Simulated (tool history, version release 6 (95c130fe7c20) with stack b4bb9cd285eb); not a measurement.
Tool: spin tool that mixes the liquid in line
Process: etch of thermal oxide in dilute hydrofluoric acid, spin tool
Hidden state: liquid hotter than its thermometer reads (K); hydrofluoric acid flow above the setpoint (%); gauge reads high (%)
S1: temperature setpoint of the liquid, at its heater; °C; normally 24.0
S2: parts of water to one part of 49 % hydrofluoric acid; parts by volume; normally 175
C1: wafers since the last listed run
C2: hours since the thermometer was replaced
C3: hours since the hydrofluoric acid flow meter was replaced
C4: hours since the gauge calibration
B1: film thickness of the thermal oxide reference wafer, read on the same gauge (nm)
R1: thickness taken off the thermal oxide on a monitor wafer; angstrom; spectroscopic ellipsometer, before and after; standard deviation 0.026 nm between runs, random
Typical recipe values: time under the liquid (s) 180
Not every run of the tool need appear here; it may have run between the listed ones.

run 1 day=0.000 | S1=24.0 S2=175 time_under_the_liquid_(s)=180 | C1=0 C2=1192.5 C3=122.8 C4=235.3 | B1=140.030 | R1=50.37
run 2 day=2.771 | S1=24.0 S2=175 time_under_the_liquid_(s)=180 | C1=473 C2=1259.0 C3=189.3 C4=301.8 | B1=140.003 | R1=50.16
run 3 day=4.225 | S1=24.0 S2=175 time_under_the_liquid_(s)=180 | C1=248 C2=1293.9 C3=224.2 C4=336.7 | B1=140.025 | R1=50.17
run 4 day=5.929 | S1=24.0 S2=175 time_under_the_liquid_(s)=180 | C1=291 C2=1334.8 C3=265.1 C4=377.6 | B1=140.019 | R1=50.19
run 5 day=7.454 | S1=24.0 S2=175 time_under_the_liquid_(s)=180 | C1=260 C2=1371.4 C3=301.7 C4=414.2 | B1=139.985 | R1=50.54
run 6 day=9.204 | S1=24.0 S2=175 time_under_the_liquid_(s)=180 | C1=299 C2=1413.4 C3=343.7 C4=456.2 | B1=139.993 | R1=50.75
run 7 day=10.329 | S1=24.0 S2=175 time_under_the_liquid_(s)=180 | C1=192 C2=1440.4 C3=370.7 C4=483.2 | B1=139.982 | R1=50.92
run 8 day=11.496 | S1=24.0 S2=175 time_under_the_liquid_(s)=180 | C1=199 C2=1468.4 C3=398.7 C4=511.2 | B1=140.007 | R1=50.34
run 9 day=12.854 | S1=24.0 S2=175 time_under_the_liquid_(s)=180 | C1=232 C2=1501.0 C3=431.3 C4=543.8 | B1=140.018 | R1=50.88
-- day=13.471 hydrofluoric acid flow meter replaced
run 10 day=15.654 | S1=24.0 S2=175 time_under_the_liquid_(s)=180 | C1=471 C2=1568.2 C3=52.4 C4=611.0 | B1=140.004 | R1=50.87
run 11 day=17.900 | S1=24.0 S2=175 time_under_the_liquid_(s)=180 | C1=384 C2=1622.1 C3=106.3 C4=664.9 | B1=139.981 | R1=50.59
-- day=19.062 gauge calibrated
run 12 day=19.179 | S1=24.0 S2=205 time_under_the_liquid_(s)=180 | C1=218 C2=1652.8 C3=137.0 C4=2.8 | B1=140.016 | R1=41.75
-- day=19.354 thermometer replaced
run 13 day=22.017 | S1=24.0 S2=175 time_under_the_liquid_(s)=180 | C1=478 C2=63.9 C3=205.1 C4=70.9 | B1=140.013 | R1=48.33
run 14 day=24.146 | S1=24.0 S2=175 time_under_the_liquid_(s)=180 | C1=364 C2=115.0 C3=256.2 C4=122.0 | B1=139.995 | R1=48.20
run 15 day=25.338 | S1=28.5 S2=205 time_under_the_liquid_(s)=80 | C1=203 C2=143.6 C3=284.8 C4=150.6 | B1=140.028 | R1=20.84
run 16 day=26.704 | S1=24.0 S2=140 time_under_the_liquid_(s)=215 | C1=233 C2=176.4 C3=317.6 C4=183.4 | B1=139.980 | R1=74.83
run 17 day=28.312 | S1=25.5 S2=220 time_under_the_liquid_(s)=150 | C1=275 C2=215.0 C3=356.2 C4=222.0 | B1=140.006 | R1=32.10
run 18 day=29.775 | S1=24.0 S2=210 time_under_the_liquid_(s)=180 | C1=250 C2=250.1 C3=391.3 C4=257.1 | B1=140.020 | R1=38.66
-- day=31.425 hydrofluoric acid flow meter replaced
run 19 day=32.512 | S1=21.5 S2=230 time_under_the_liquid_(s)=180 | C1=461 C2=315.8 C3=26.1 C4=322.8 | B1=139.980 | R1=31.65
run 20 day=34.992 | S1=24.0 S2=175 time_under_the_liquid_(s)=235 | C1=424 C2=375.3 C3=85.6 C4=382.3 | B1=139.998 | R1=62.88
run 21 day=37.875 | S1=24.0 S2=175 time_under_the_liquid_(s)=180 | C1=493 C2=444.5 C3=154.8 C4=451.5 | B1=140.013 | R1=48.21
run 22 day=40.333 | S1=24.0 S2=175 time_under_the_liquid_(s)=120 | C1=420 C2=503.5 C3=213.8 C4=510.5 | B1=140.008 | R1=32.45
run 23 day=46.183 | S1=27.0 S2=230 time_under_the_liquid_(s)=105 | C1=1000 C2=643.9 C3=354.2 C4=650.9 | B1=139.998 | R1=22.78

Some steps in R1, run to run, broken into two amounts with sign: the step expected even without the hidden condition (settings, incoming material, random variation), and the rest, left for the hidden condition together with whatever gauge scatter is not in both the measured and the hidden-condition-free result:
Run 11 -> 12: S2 175 -> 205, gauge calibrated. R1 -8.84 angstrom: hidden state -0.52, all else -8.32.
Run 12 -> 13: S2 205 -> 175, thermometer replaced. R1 +6.58 angstrom: hidden state -2.15, all else +8.73.
Run 15 -> 16: S1 28.5 -> 24.0, S2 205 -> 140, time under the liquid (s) 80 -> 215. R1 +53.99 angstrom: hidden state +0.38, all else +53.61.
Run 16 -> 17: S1 24.0 -> 25.5, S2 140 -> 220, time under the liquid (s) 215 -> 150. R1 -42.73 angstrom: hidden state -0.25, all else -42.48.
